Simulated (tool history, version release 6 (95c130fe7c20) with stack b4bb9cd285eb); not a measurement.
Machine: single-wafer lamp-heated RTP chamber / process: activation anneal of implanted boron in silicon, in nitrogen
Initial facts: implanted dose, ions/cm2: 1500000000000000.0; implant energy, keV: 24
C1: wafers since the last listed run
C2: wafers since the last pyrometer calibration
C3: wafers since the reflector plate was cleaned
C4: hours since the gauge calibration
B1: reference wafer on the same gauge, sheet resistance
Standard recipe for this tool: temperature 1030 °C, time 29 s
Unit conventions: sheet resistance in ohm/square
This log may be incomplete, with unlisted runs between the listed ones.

{"run": 1, "day": 0.0, "temperature": 1030, "time": 29, "C1": 0, "C2": 6971, "C3": 5054, "C4": 1196.9, "B1": 80.32, "sheet resistance": 75.65}
{"day": 2.2, "done": "pyrometer window cleaned and pyrometer calibrated"}
{"run": 2, "day": 2.221, "temperature": 1030, "time": 29, "C1": 679, "C2": 8, "C3": 5734, "C4": 1250.2, "B1": 80.34, "sheet resistance": 76.32}
{"run": 3, "day": 7.404, "temperature": 1030, "time": 29, "C1": 1866, "C2": 1874, "C3": 7601, "C4": 1374.6, "B1": 80.32, "sheet resistance": 75.86}
{"run": 4, "day": 9.608, "temperature": 1030, "time": 29, "C1": 793, "C2": 2668, "C3": 8394, "C4": 1427.5, "B1": 80.34, "sheet resistance": 76.02}
{"run": 5, "day": 11.542, "temperature": 1030, "time": 29, "C1": 696, "C2": 3364, "C3": 9091, "C4": 1473.9, "B1": 80.29, "sheet resistance": 75.86}
{"run": 6, "day": 14.588, "temperature": 1030, "time": 29, "C1": 1096, "C2": 4461, "C3": 10187, "C4": 1547.0, "B1": 80.33, "sheet resistance": 75.76}
{"run": 7, "day": 17.367, "temperature": 1030, "time": 29, "C1": 1000, "C2": 5462, "C3": 11188, "C4": 1613.7, "B1": 80.33, "sheet resistance": 75.28}
{"day": 20.212, "done": "gauge calibrated"}
{"run": 8, "day": 21.821, "temperature": 1030, "time": 29, "C1": 1603, "C2": 7066, "C3": 12792, "C4": 38.6, "B1": 80.36, "sheet resistance": 75.04}
{"day": 22.442, "done": "pyrometer window cleaned and pyrometer calibrated"}
{"day": 22.767, "done": "reflector plate cleaned"}
{"run": 9, "day": 23.65, "temperature": 1030, "time": 29, "C1": 420, "C2": 317, "C3": 317, "C4": 82.5, "B1": 80.28, "sheet resistance": 76.66}
{"run": 10, "day": 25.504, "temperature": 1046, "time": 29, "C1": 667, "C2": 985, "C3": 985, "C4": 127.0, "B1": 80.35, "sheet resistance": 75.06}
{"run": 11, "day": 28.554, "temperature": 1022, "time": 38, "C1": 1098, "C2": 2083, "C3": 2083, "C4": 200.2, "B1": 80.38, "sheet resistance": 76.55}
{"run": 12, "day": 30.883, "temperature": 1030, "time": 29, "C1": 838, "C2": 2922, "C3": 2922, "C4": 256.1, "B1": 80.3, "sheet resistance": 76.27}
{"day": 42.846, "done": "pyrometer window cleaned and pyrometer calibrated"}
{"run": 13, "day": 43.583, "temperature": 1005, "time": 34, "C1": 4453, "C2": 266, "C3": 7375, "C4": 560.9, "B1": 80.26, "sheet resistance": 78.9}
{"run": 14, "day": 47.479, "temperature": 1030, "time": 40, "C1": 1402, "C2": 1669, "C3": 8778, "C4": 654.4, "B1": 80.31, "sheet resistance": 75.64}
{"run": 15, "day": 49.825, "temperature": 1044, "time": 17, "C1": 844, "C2": 2513, "C3": 9623, "C4": 710.7, "B1": 80.34, "sheet resistance": 75.51}
{"run": 16, "day": 52.842, "temperature": 1002, "time": 22, "C1": 1086, "C2": 3600, "C3": 10709, "C4": 783.1, "B1": 80.29, "sheet resistance": 79.27}
{"run": 17, "day": 54.629, "temperature": 1060, "time": 39, "C1": 643, "C2": 4243, "C3": 11353, "C4": 826.0, "B1": 80.22, "sheet resistance": 72.96}

Here are 4 independent what-if runs from the current tool condition. What would each one return?
{"run": "A", "day": 54.646, "temperature": 1001, "time": 29, "C1": 6, "C2": 4249, "C3": 11359, "C4": 826.4, "B1": "?", "sheet resistance": "?"}
{"run": "B", "day": 54.646, "temperature": 1053, "time": 43, "C1": 6, "C2": 4249, "C3": 11359, "C4": 826.4, "B1": "?", "sheet resistance": "?"}
{"run": "C", "day": 54.646, "temperature": 1021, "time": 44, "C1": 6, "C2": 4249, "C3": 11359, "C4": 826.4, "B1": "?", "sheet resistance": "?"}
{"run": "D", "day": 54.646, "temperature": 1045, "time": 44, "C1": 6, "C2": 4249, "C3": 11359, "C4": 826.4, "B1": "?", "sheet resistance": "?"}

run=A B1=80.29 sheet_resistance=78.59
run=B B1=80.29 sheet_resistance=73.17
run=C B1=80.29 sheet_resistance=75.61
run=D B1=80.29 sheet_resistance=73.68
With no hidden state in the tool, these same runs would have given:
run=A sheet_resistance=81.24
run=B sheet_resistance=74.22
run=C sheet_resistance=77.09
run=D sheet_resistance=74.80
